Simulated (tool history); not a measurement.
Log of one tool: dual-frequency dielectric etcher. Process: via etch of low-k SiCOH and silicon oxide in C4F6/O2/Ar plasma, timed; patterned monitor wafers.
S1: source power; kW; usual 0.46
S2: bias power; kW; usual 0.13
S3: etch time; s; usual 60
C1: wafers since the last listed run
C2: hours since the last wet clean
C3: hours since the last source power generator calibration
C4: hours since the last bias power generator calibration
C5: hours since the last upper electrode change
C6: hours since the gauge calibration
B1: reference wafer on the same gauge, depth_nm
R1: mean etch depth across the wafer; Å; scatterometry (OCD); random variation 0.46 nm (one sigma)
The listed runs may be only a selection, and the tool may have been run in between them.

| run | hour | S1 | S2 | S3 | C1 | C2 | C3 | C4 | C5 | C6 | B1 | R1 |
|---|---|---|---|---|---|---|---|---|---|---|---|---|
| 1 | 0 | 0.46 | 0.155 | 60 | 0 | 252.9 | 3464.4 | 939 | 3142.4 | 98.7 | 130.1 | 1633 |
| 2 | 104.4 | 0.41 | 0.13 | 55 | 993 | 357.3 | 3568.8 | 1043.4 | 3246.8 | 203.1 | 130 | 1343 |
| 3 | 170.3 | 0.46 | 0.146 | 60 | 627 | 423.2 | 3634.7 | 1109.3 | 3312.7 | 269 | 130 | 1603 |
|  | 237.3 | wet clean of the chamber |
| 4 | 251.6 | 0.46 | 0.146 | 60 | 545 | 14.3 | 3716 | 1190.6 | 3394 | 350.3 | 130 | 1615 |
| 5 | 321 | 0.46 | 0.146 | 60 | 660 | 83.7 | 3785.4 | 1260 | 3463.4 | 419.7 | 129.8 | 1617 |
|  | 363.3 | source power generator calibrated |
| 6 | 379 | 0.46 | 0.154 | 60 | 513 | 141.7 | 15.7 | 1318 | 3521.4 | 477.7 | 130 | 1619 |
| 7 | 421.3 | 0.38 | 0.13 | 60 | 402 | 184 | 58 | 1360.3 | 3563.7 | 520 | 130 | 1390 |
| 8 | 465.5 | 0.38 | 0.13 | 60 | 420 | 228.2 | 102.2 | 1404.5 | 3607.9 | 564.2 | 130.1 | 1397 |
| 9 | 508.8 | 0.5 | 0.122 | 60 | 412 | 271.5 | 145.5 | 1447.8 | 3651.2 | 607.5 | 130.1 | 1559 |
| 10 | 575.9 | 0.5 | 0.122 | 60 | 638 | 338.6 | 212.6 | 1514.9 | 3718.3 | 674.6 | 130.1 | 1564 |
|  | 655.6 | wet clean of the chamber |
| 11 | 682.4 | 0.5 | 0.122 | 60 | 785 | 26.8 | 319.1 | 1621.4 | 3824.8 | 781.1 | 129.9 | 1559 |
| 12 | 729.8 | 0.46 | 0.13 | 66 | 451 | 74.2 | 366.5 | 1668.8 | 3872.2 | 828.5 | 130.1 | 1697 |
| 13 | 808.4 | 0.46 | 0.104 | 53.5 | 747 | 152.8 | 445.1 | 1747.4 | 3950.8 | 907.1 | 130 | 1279 |
| 14 | 865.4 | 0.46 | 0.147 | 46.5 | 542 | 209.8 | 502.1 | 1804.4 | 4007.8 | 964.1 | 130 | 1237 |
|  | 951 | upper electrode replaced |
| 15 | 951.9 | 0.52 | 0.121 | 55 | 594 | 296.3 | 588.6 | 1890.9 | 0.9 | 1050.6 | 129.9 | 1459 |
|  | 990.5 | bias power generator calibrated |
| 16 | 1020.1 | 0.46 | 0.143 | 60 | 610 | 364.5 | 656.8 | 29.6 | 69.1 | 1118.8 | 130.1 | 1563 |
|  | 1074.6 | wet clean of the chamber |
| 17 | 1075.1 | 0.4 | 0.143 | 73 | 295 | 0.5 | 711.8 | 84.6 | 124.1 | 1173.8 | 129.9 | 1793 |
| 18 | 1162.5 | 0.54 | 0.1 | 60 | 831 | 87.9 | 799.2 | 172 | 211.5 | 1261.2 | 130.2 | 1507 |
| 19 | 1228.1 | 0.46 | 0.12 | 48.5 | 624 | 153.5 | 864.8 | 237.6 | 277.1 | 1326.8 | 130 | 1199 |
| 20 | 1272.8 | 0.5 | 0.13 | 60 | 425 | 198.2 | 909.5 | 282.3 | 321.8 | 1371.5 | 130 | 1585 |
|  | 1280.8 | gauge calibrated |
| 21 | 1356.7 | 0.46 | 0.113 | 60 | 798 | 282.1 | 993.4 | 366.2 | 405.7 | 75.9 | 130.1 | 1454 |
| 22 | 1422.8 | 0.46 | 0.13 | 60 | 629 | 348.2 | 1059.5 | 432.3 | 471.8 | 142 | 130.2 | 1524 |
| 23 | 1460.7 | 0.36 | 0.104 | 72.5 | 360 | 386.1 | 1097.4 | 470.2 | 509.7 | 179.9 | 130.1 | 1518 |
|  | 1511.5 | wet clean of the chamber |
| 24 | 1534 | 0.46 | 0.13 | 60 | 469 | 22.5 | 1170.7 | 543.5 | 583 | 253.2 | 130.1 | 1520 |
| 25 | 1617.4 | 0.5 | 0.162 | 55.5 | 793 | 105.9 | 1254.1 | 626.9 | 666.4 | 336.6 | 130.1 | 1577 |
| 26 | 1715.3 | 0.56 | 0.107 | 46.5 | 931 | 203.8 | 1352 | 724.8 | 764.3 | 434.5 | 129.9 | 1218 |
| 27 | 1776.2 | 0.46 | 0.13 | 60 | 579 | 264.7 | 1412.9 | 785.7 | 825.2 | 495.4 | 130 | 1526 |
| 28 | 1819.2 | 0.46 | 0.13 | 60 | 409 | 307.7 | 1455.9 | 828.7 | 868.2 | 538.4 | 129.9 | 1533 |

Below, each run's measurement less what the same run would have read without the hidden state. Both values contain the same run-to-run variation, but the gauge's scatter may not be the same in both:
The hidden state here: etch rate over this chamber's usual, %; source power that arrives over what is set, %; bias power that arrives over what is set, %; gauge reads high (%).
| run | R1 |
|---|---|
| 1 | +30 |
| 2 | +28 |
| 3 | +35 |
| 4 | +38 |
| 5 | +40 |
| 6 | +13 |
| 7 | +12 |
| 8 | +12 |
| 9 | +15 |
| 10 | +16 |
| 11 | +19 |
| 12 | +21 |
| 13 | +17 |
| 14 | +19 |
| 15 | +23 |
| 16 | +7 |
| 17 | +7 |
| 18 | +7 |
| 19 | +5 |
| 20 | +8 |
| 21 | +8 |
| 22 | +9 |
| 23 | +9 |
| 24 | +10 |
| 25 | +12 |
| 26 | +10 |
| 27 | +14 |
| 28 | +15 |
